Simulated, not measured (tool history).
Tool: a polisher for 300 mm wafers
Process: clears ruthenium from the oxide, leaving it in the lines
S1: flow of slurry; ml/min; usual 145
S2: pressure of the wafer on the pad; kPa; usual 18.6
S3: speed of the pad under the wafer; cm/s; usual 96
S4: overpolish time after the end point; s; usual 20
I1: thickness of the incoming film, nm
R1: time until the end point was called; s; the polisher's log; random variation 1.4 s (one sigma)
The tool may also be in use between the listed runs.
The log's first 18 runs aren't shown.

| run | day | S1 | S2 | S3 | S4 | I1 | R1 |
|---|---|---|---|---|---|---|---|
| 19 | 43.158 | 165 | 18.6 | 64 | 20 | 138.6 | 179.4 |
| 20 | 45.029 | 125 | 23.4 | 128 | 9 | 142.0 | 80.4 |
| 21 | 46.900 | 145 | 18.6 | 96 | 20 | 137.9 | 123.6 |
| 22 | 48.908 | 100 | 24.1 | 96 | 13 | 140.3 | 109.2 |
| 23 | 51.333 | 130 | 18.6 | 96 | 20 | 140.3 | 128.6 |
|  | 52.462 | slurry nozzle cleaned |
| 24 | 53.779 | 145 | 18.6 | 96 | 20 | 139.7 | 112.0 |
|  | 55.583 | worn pad replaced by a new one |
| 25 | 62.550 | 145 | 18.6 | 96 | 20 | 140.2 | 120.2 |
| 26 | 63.967 | 145 | 18.6 | 110 | 20 | 142.6 | 102.9 |
| 27 | 65.321 | 145 | 24.1 | 62 | 30 | 141.4 | 147.2 |
|  | 70.129 | head pressure recalibrated |
|  | 74.179 | worn pad replaced by a new one |
| 28 | 74.200 | 145 | 18.6 | 96 | 20 | 140.6 | 123.8 |
| 29 | 75.483 | 145 | 18.6 | 128 | 9 | 139.1 | 92.3 |
| 30 | 76.738 | 130 | 18.6 | 96 | 31 | 139.8 | 126.5 |
| 31 | 77.975 | 145 | 18.6 | 96 | 20 | 141.0 | 123.6 |

Forecast run 32:
| 32 | 79.912 | 145 | 13.1 | 96 | 8 | 137.9 | ? |

Run 32 gave R1 166.1 s.
Without the tool's hidden state the same run would have given R1 148.6 s.

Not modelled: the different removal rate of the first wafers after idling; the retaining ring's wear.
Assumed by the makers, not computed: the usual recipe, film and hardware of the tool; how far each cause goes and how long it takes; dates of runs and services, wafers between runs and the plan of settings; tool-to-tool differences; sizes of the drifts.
